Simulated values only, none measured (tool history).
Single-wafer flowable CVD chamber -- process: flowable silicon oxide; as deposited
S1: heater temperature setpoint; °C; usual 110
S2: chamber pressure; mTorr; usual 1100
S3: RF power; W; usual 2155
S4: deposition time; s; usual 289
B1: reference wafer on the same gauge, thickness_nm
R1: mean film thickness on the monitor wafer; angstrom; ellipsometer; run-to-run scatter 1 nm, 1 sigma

run 1 hour=0 | S1=99 S2=1290 S3=2155 S4=289 | B1=201.904 | R1=2514.34
run 2 hour=12 | S1=110 S2=1100 S3=2020 S4=289 | B1=202.05 | R1=1481
run 3 hour=26.1 | S1=107 S2=930 S3=2155 S4=289 | B1=201.826 | R1=1463.66
run 4 hour=39.7 | S1=107 S2=930 S3=2155 S4=289 | B1=202.046 | R1=1478.4
run 5 hour=47.9 | S1=107 S2=930 S3=2155 S4=289 | B1=201.981 | R1=1479.31
run 6 hour=62.9 | S1=110 S2=1100 S3=2155 S4=289 | B1=201.709 | R1=1496.15
run 7 hour=71.4 | S1=110 S2=1100 S3=2155 S4=289 | B1=202.08 | R1=1489.77
-- hour=80.4 thermocouple changed; heater temperature recalibrated
run 8 hour=80.9 | S1=110 S2=1100 S3=2155 S4=289 | B1=202.106 | R1=1869.09
run 9 hour=88.2 | S1=110 S2=1100 S3=2155 S4=289 | B1=201.899 | R1=1846.96
run 10 hour=98.1 | S1=110 S2=1100 S3=2155 S4=289 | B1=201.968 | R1=1843.03
run 11 hour=108.5 | S1=110 S2=1100 S3=2155 S4=289 | B1=201.894 | R1=1842.8
-- hour=109.6 gauge calibrated
run 12 hour=115.3 | S1=121 S2=1260 S3=2155 S4=289 | B1=202.023 | R1=1384.2
run 13 hour=129.7 | S1=110 S2=1100 S3=2155 S4=289 | B1=202.078 | R1=1826.65
-- hour=142.8 showerhead replaced
run 14 hour=143.3 | S1=110 S2=1100 S3=2155 S4=254 | B1=201.861 | R1=1587.82
-- hour=152.2 capacitance manometer re-zeroed and calibrated
run 15 hour=156.9 | S1=110 S2=1100 S3=2155 S4=289 | B1=201.942 | R1=1808.21
run 16 hour=167.7 | S1=110 S2=890 S3=2155 S4=289 | B1=202.093 | R1=1537.52
-- hour=186.6 RF generator calibrated
run 17 hour=187.1 | S1=110 S2=1100 S3=2155 S4=289 | B1=201.852 | R1=1802.27
run 18 hour=195.4 | S1=110 S2=940 S3=2155 S4=289 | B1=201.882 | R1=1588.69
run 19 hour=201.6 | S1=110 S2=1100 S3=2155 S4=289 | B1=202.052 | R1=1790.93
run 20 hour=210.6 | S1=118 S2=1100 S3=2155 S4=255 | B1=201.788 | R1=1185.98
run 21 hour=227 | S1=110 S2=1330 S3=2155 S4=252 | B1=202.078 | R1=1789.25
run 22 hour=244.9 | S1=110 S2=860 S3=1975 S4=289 | B1=201.96 | R1=1428.28

What if the next run were any one of these 5? Each begins from the tool's condition after run 22:
run A hour=245.4 | S1=121 S2=1100 S3=2155 S4=289 | B1=? | R1=?
run B hour=245.4 | S1=110 S2=1100 S3=2155 S4=258 | B1=? | R1=?
run C hour=245.4 | S1=119 S2=1190 S3=2025 S4=312 | B1=? | R1=?
run D hour=245.4 | S1=122 S2=990 S3=1965 S4=318 | B1=? | R1=?
run E hour=245.4 | S1=104 S2=1100 S3=2155 S4=323 | B1=? | R1=?

run=A B1=202.111 R1=1233.64
run=B B1=202.111 R1=1591.78
run=C B1=202.111 R1=1480.23
run=D B1=202.111 R1=1199.13
run=E B1=202.111 R1=2488.87
What these runs would have given with no unlogged condition in the tool:
run=A R1=1296.94
run=B R1=1688.23
run=C R1=1557.09
run=D R1=1260.3
run=E R1=2649.5
